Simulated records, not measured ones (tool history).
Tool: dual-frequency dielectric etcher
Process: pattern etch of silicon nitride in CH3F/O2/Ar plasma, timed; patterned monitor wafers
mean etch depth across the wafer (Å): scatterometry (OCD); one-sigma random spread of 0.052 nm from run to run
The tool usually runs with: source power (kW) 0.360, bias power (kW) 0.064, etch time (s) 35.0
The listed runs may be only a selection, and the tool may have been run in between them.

run,hour,source power (kW),bias power (kW),etch time (s),"read-back reference wafer on the same gauge, depth_nm",mean etch depth across the wafer (Å)
1,0.0,0.360,0.064,29.5,23.62,187.7
2,43.2,0.360,0.064,29.5,23.61,188.2
3,107.9,0.360,0.064,35.0,23.59,223.3
4,162.3,0.360,0.064,35.0,23.61,224.3
# hour 194.6: gauge calibrated
5,227.9,0.360,0.064,35.0,23.59,224.1
6,334.8,0.360,0.057,35.0,23.57,215.8
7,380.0,0.360,0.057,35.0,23.58,216.2
# hour 404.5: wet clean of the chamber
8,434.4,0.360,0.064,35.0,23.57,222.9
9,498.4,0.340,0.077,35.0,23.58,234.2
# hour 554.6: bias power generator calibrated
10,579.7,0.440,0.064,38.5,23.61,266.1
# hour 619.2: upper electrode replaced
# hour 631.6: source power generator calibrated
11,643.2,0.300,0.049,35.0,23.60,184.8
# hour 684.0: gauge calibrated
12,715.4,0.310,0.076,43.0,23.60,274.2
13,751.6,0.410,0.064,35.0,23.58,236.8
# hour 805.0: wet clean of the chamber
14,824.4,0.440,0.064,38.5,23.60,265.8
15,909.1,0.420,0.054,35.0,23.60,222.6
16,960.8,0.360,0.079,26.0,23.59,179.3
17,1006.3,0.290,0.075,44.5,23.60,273.4

What if the next run were any one of these 3? Each begins from the tool's condition after run 17:
A,1006.7,0.360,0.054,35.0,?,?
B,1006.7,0.360,0.064,41.5,?,?
C,1006.7,0.410,0.064,28.0,?,?

run,"read-back reference wafer on the same gauge, depth_nm",mean etch depth across the wafer (Å)
A,23.59,210.4
B,23.59,266.3
C,23.59,190.5
Had the tool no hidden state, the same runs would have come out as:
run,mean etch depth across the wafer (Å)
A,206.1
B,260.7
C,186.5
